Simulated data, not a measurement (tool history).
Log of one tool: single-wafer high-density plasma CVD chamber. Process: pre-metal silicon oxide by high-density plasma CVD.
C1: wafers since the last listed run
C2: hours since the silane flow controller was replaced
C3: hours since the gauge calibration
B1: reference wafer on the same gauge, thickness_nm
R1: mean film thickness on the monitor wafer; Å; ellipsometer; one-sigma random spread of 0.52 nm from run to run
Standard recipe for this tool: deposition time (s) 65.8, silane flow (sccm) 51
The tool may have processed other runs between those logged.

Run 1, hour 0: usual settings; C1 0; C2 3929.8; C3 319.9; B1 297.957. Result: R1 3600.01 Å.
Run 2, hour 14.4: usual settings; C1 186; C2 3944.2; C3 334.3; B1 298.109. Result: R1 3597.07 Å.
Run 3, hour 29.5: usual settings but deposition time (s) 69.9, silane flow (sccm) 49; C1 195; C2 3959.3; C3 349.4; B1 297.776. Result: R1 3699 Å.
Run 4, hour 43.1: usual settings but deposition time (s) 69.9, silane flow (sccm) 49; C1 175; C2 3972.9; C3 363; B1 298.105. Result: R1 3705.37 Å.
Run 5, hour 53.3: usual settings but deposition time (s) 69.9, silane flow (sccm) 49; C1 131; C2 3983.1; C3 373.2; B1 298.01. Result: R1 3707.73 Å.
Run 6, hour 71.2: usual settings but silane flow (sccm) 46; C1 231; C2 4001; C3 391.1; B1 298.134. Result: R1 3300.73 Å.
Run 7, hour 80.1: usual settings; C1 115; C2 4009.9; C3 400; B1 297.866. Result: R1 3601.98 Å.
Run 8, hour 96.9: usual settings; C1 217; C2 4026.7; C3 416.8; B1 298.196. Result: R1 3597.25 Å.
Run 9, hour 113.8: usual settings; C1 218; C2 4043.6; C3 433.7; B1 297.959. Result: R1 3602.57 Å.
Run 10, hour 124.6: usual settings; C1 139; C2 4054.4; C3 444.5; B1 297.893. Result: R1 3596.65 Å.
Run 11, hour 141.3: usual settings; C1 216; C2 4071.1; C3 461.2; B1 298.031. Result: R1 3611.17 Å.
Run 12, hour 158.9: usual settings; C1 227; C2 4088.7; C3 478.8; B1 298.03. Result: R1 3608.49 Å.
Run 13, hour 171.7: usual settings; C1 165; C2 4101.5; C3 491.6; B1 298.044. Result: R1 3610.89 Å.
Run 14, hour 188.8: usual settings; C1 221; C2 4118.6; C3 508.7; B1 297.808. Result: R1 3610.24 Å.
Run 15, hour 201.5: usual settings; C1 164; C2 4131.3; C3 521.4; B1 297.971. Result: R1 3597.86 Å.
Run 16, hour 213.5: usual settings; C1 155; C2 4143.3; C3 533.4; B1 298.028. Result: R1 3603.75 Å.
Run 17, hour 228.7: usual settings; C1 196; C2 4158.5; C3 548.6; B1 298.147. Result: R1 3603.38 Å.
At hour 251.3: silane flow controller replaced.
Run 18, hour 251.8: usual settings but deposition time (s) 61.4, silane flow (sccm) 46; C1 195; C2 0.5; C3 571.7; B1 298.068. Result: R1 3173.64 Å.
Run 19, hour 260.5: usual settings but deposition time (s) 61.4, silane flow (sccm) 46; C1 112; C2 9.2; C3 580.4; B1 297.979. Result: R1 3180.8 Å.
Run 20, hour 276.1: usual settings but deposition time (s) 75.6, silane flow (sccm) 61; C1 201; C2 24.8; C3 596; B1 297.898. Result: R1 4957.51 Å.
Run 21, hour 284: usual settings; C1 102; C2 32.7; C3 603.9; B1 298.223. Result: R1 3700.07 Å.
Run 22, hour 292.1: usual settings but deposition time (s) 74.1; C1 104; C2 40.8; C3 612; B1 298.087. Result: R1 4178.94 Å.
Run 23, hour 299.4: usual settings but deposition time (s) 72.3, silane flow (sccm) 60; C1 94; C2 48.1; C3 619.3; B1 297.927. Result: R1 4682.03 Å.
Run 24, hour 309.8: usual settings but silane flow (sccm) 47; C1 134; C2 58.5; C3 629.7; B1 297.83. Result: R1 3474.17 Å.
Run 25, hour 318.7: usual settings but deposition time (s) 54.5, silane flow (sccm) 46; C1 115; C2 67.4; C3 638.6; B1 297.808. Result: R1 2827.02 Å.
Run 26, hour 333.6: usual settings but deposition time (s) 74.9, silane flow (sccm) 44; C1 192; C2 82.3; C3 653.5; B1 297.853. Result: R1 3744.77 Å.
At hour 334.7: gauge calibrated.
Run 27, hour 340.3: usual settings but silane flow (sccm) 43; C1 86; C2 89; C3 5.6; B1 298.213. Result: R1 3230.32 Å.
At hour 358.7: silane flow controller replaced, repeated, since the last time left the tool worse.
Run 28, hour 359.2: usual settings; C1 141; C2 0.5; C3 24.5; B1 298.173. Result: R1 3492.85 Å.
Run 29, hour 372.3: usual settings but deposition time (s) 77.8; C1 169; C2 13.6; C3 37.6; B1 298.105. Result: R1 4116.27 Å.
Run 30, hour 384.4: usual settings but deposition time (s) 72.8, silane flow (sccm) 55; C1 156; C2 25.7; C3 49.7; B1 298.253. Result: R1 4111.33 Å.
Run 31, hour 393.8: usual settings but deposition time (s) 69.7; C1 121; C2 35.1; C3 59.1; B1 298.02. Result: R1 3697.29 Å.
Run 32, hour 403.5: usual settings but deposition time (s) 73.5, silane flow (sccm) 58; C1 125; C2 44.8; C3 68.8; B1 297.859. Result: R1 4347.48 Å.
Run 33, hour 414.9: usual settings; C1 147; C2 56.2; C3 80.2; B1 297.908. Result: R1 3495.83 Å.
Run 34, hour 424.8: usual settings but deposition time (s) 71.7, silane flow (sccm) 60; C1 128; C2 66.1; C3 90.1; B1 298.068. Result: R1 4361.08 Å.
Run 35, hour 467.4: usual settings; C1 551; C2 108.7; C3 132.7; B1 297.98. Result: R1 3491.21 Å.
Run 36, hour 482.3: usual settings but deposition time (s) 56.4, silane flow (sccm) 47; C1 192; C2 123.6; C3 147.6; B1 298.055. Result: R1 2799.15 Å.
Run 37, hour 508.9: usual settings but deposition time (s) 59.9; C1 344; C2 150.2; C3 174.2; B1 297.978. Result: R1 3184.38 Å.
Run 38, hour 522.8: usual settings but deposition time (s) 57.6, silane flow (sccm) 42; C1 179; C2 164.1; C3 188.1; B1 298.041. Result: R1 2613.72 Å.
Run 39, hour 534: usual settings; C1 144; C2 175.3; C3 199.3; B1 298.102. Result: R1 3504.07 Å.

For each entry between runs, how does the tool's hidden state at the last listed run before it compare with that at the first listed run after it?
Run 17 -> run 18: silane flow controller replaced (hour 251.3)
  delivered silane flow above the setpoint (%): 3.78 -> 7.49
  measured result minus the result with no hidden state, R1: +110.37 -> +186.94 Å
Run 26 -> run 27: gauge calibrated (hour 334.7)
  delivered silane flow above the setpoint (%): 7.73 -> 7.75
  measured result minus the result with no hidden state, R1: +227.25 -> +196.49 Å
Run 27 -> run 28: silane flow controller replaced, repeated, since the last time left the tool worse (hour 358.7)
  delivered silane flow above the setpoint (%): 7.75 -> -0.203
  measured result minus the result with no hidden state, R1: +196.49 -> -5.92 Å
